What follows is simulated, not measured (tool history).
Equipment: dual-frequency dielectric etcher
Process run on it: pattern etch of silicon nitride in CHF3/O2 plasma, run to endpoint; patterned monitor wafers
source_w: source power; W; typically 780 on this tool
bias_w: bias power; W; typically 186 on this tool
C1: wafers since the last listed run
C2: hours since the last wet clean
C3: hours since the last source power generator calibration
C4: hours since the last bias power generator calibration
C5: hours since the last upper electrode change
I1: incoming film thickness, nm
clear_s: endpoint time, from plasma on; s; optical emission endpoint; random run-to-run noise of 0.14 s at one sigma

Run 1, day 0.000: usual settings but bias_w 206 W; C1 0; C2 391.4; C3 1027.1; C4 3007.6; C5 2049.6; I1 56.2. Result: clear_s 32.7 s.
Run 2, day 2.096: usual settings but source_w 820 W; C1 539; C2 441.7; C3 1077.4; C4 3057.9; C5 2099.9; I1 55.7. Result: clear_s 32.5 s.
Run 3, day 3.633: usual settings but source_w 820 W; C1 395; C2 478.6; C3 1114.3; C4 3094.8; C5 2136.8; I1 55.4. Result: clear_s 32.5 s.
At day 6.446: wet clean of the chamber.
Run 4, day 6.467: usual settings but source_w 820 W; C1 471; C2 0.5; C3 1182.3; C4 3162.8; C5 2204.8; I1 55.6. Result: clear_s 32.6 s.
Run 5, day 6.892: usual settings; C1 109; C2 10.7; C3 1192.5; C4 3173.0; C5 2215.0; I1 55.9. Result: clear_s 33.4 s.
Run 6, day 8.683: usual settings; C1 461; C2 53.7; C3 1235.5; C4 3216.0; C5 2258.0; I1 56.2. Result: clear_s 33.4 s.
Run 7, day 10.733: usual settings but bias_w 161 W; C1 527; C2 102.9; C3 1284.7; C4 3265.2; C5 2307.2; I1 55.8. Result: clear_s 34.9 s.
Run 8, day 11.912: usual settings; C1 303; C2 131.2; C3 1313.0; C4 3293.5; C5 2335.5; I1 56.1. Result: clear_s 33.7 s.
Run 9, day 13.392: usual settings; C1 380; C2 166.7; C3 1348.5; C4 3329.0; C5 2371.0; I1 55.5. Result: clear_s 33.4 s.
Run 10, day 15.462: usual settings but source_w 640 W, bias_w 199 W; C1 532; C2 216.4; C3 1398.2; C4 3378.7; C5 2420.7; I1 56.2. Result: clear_s 36.0 s.
Run 11, day 17.204: usual settings but source_w 640 W, bias_w 199 W; C1 448; C2 258.2; C3 1440.0; C4 3420.5; C5 2462.5; I1 55.9. Result: clear_s 35.9 s.
At day 18.971: upper electrode replaced.
Run 12, day 19.275: usual settings but source_w 640 W, bias_w 199 W; C1 275; C2 307.9; C3 1489.7; C4 3470.2; C5 7.3; I1 56.3. Result: clear_s 36.2 s.
At day 20.067: source power generator calibrated.
Run 13, day 21.850: usual settings but source_w 970 W, bias_w 220 W; C1 619; C2 369.7; C3 42.8; C4 3532.0; C5 69.1; I1 55.9. Result: clear_s 28.6 s.
Run 14, day 24.592: usual settings but source_w 940 W, bias_w 209 W; C1 705; C2 435.5; C3 108.6; C4 3597.8; C5 134.9; I1 55.4. Result: clear_s 29.4 s.
Run 15, day 26.362: usual settings but source_w 660 W, bias_w 202 W; C1 455; C2 478.0; C3 151.1; C4 3640.3; C5 177.4; I1 55.9. Result: clear_s 34.9 s.
Run 16, day 27.746: usual settings; C1 356; C2 511.2; C3 184.3; C4 3673.5; C5 210.6; I1 56.1. Result: clear_s 33.3 s.
Run 17, day 29.850: usual settings; C1 541; C2 561.7; C3 234.8; C4 3724.0; C5 261.1; I1 55.5. Result: clear_s 32.9 s.
At day 32.196: wet clean of the chamber.
Run 18, day 32.217: usual settings; C1 351; C2 0.5; C3 291.6; C4 3780.8; C5 317.9; I1 56.4. Result: clear_s 33.6 s.
Run 19, day 33.267: usual settings but source_w 700 W, bias_w 212 W; C1 270; C2 25.7; C3 316.8; C4 3806.0; C5 343.1; I1 56.0. Result: clear_s 33.7 s.
At day 35.167: bias power generator calibrated.
Run 20, day 39.633: usual settings but source_w 870 W, bias_w 202 W; C1 1595; C2 178.5; C3 469.6; C4 107.2; C5 495.9; I1 56.0. Result: clear_s 31.2 s.
Run 21, day 41.862: usual settings but source_w 640 W, bias_w 150 W; C1 573; C2 232.0; C3 523.1; C4 160.7; C5 549.4; I1 56.1. Result: clear_s 38.8 s.
Run 22, day 44.671: usual settings but bias_w 232 W; C1 722; C2 299.4; C3 590.5; C4 228.1; C5 616.8; I1 55.6. Result: clear_s 31.4 s.
Run 23, day 46.229: usual settings but source_w 710 W, bias_w 203 W; C1 401; C2 336.8; C3 627.9; C4 265.5; C5 654.2; I1 55.8. Result: clear_s 34.0 s.

Run 24 has not been measured yet. What should we expect?
Run 24, day 47.388: usual settings; C1 298; C2 364.6; C3 655.7; C4 293.3; C5 682.0; I1 56.0. Result: clear_s ?.

Run 24 yielded clear_s 33.5 s.
Minus the tool's unlogged condition, the same run would have read clear_s 32.9 s.

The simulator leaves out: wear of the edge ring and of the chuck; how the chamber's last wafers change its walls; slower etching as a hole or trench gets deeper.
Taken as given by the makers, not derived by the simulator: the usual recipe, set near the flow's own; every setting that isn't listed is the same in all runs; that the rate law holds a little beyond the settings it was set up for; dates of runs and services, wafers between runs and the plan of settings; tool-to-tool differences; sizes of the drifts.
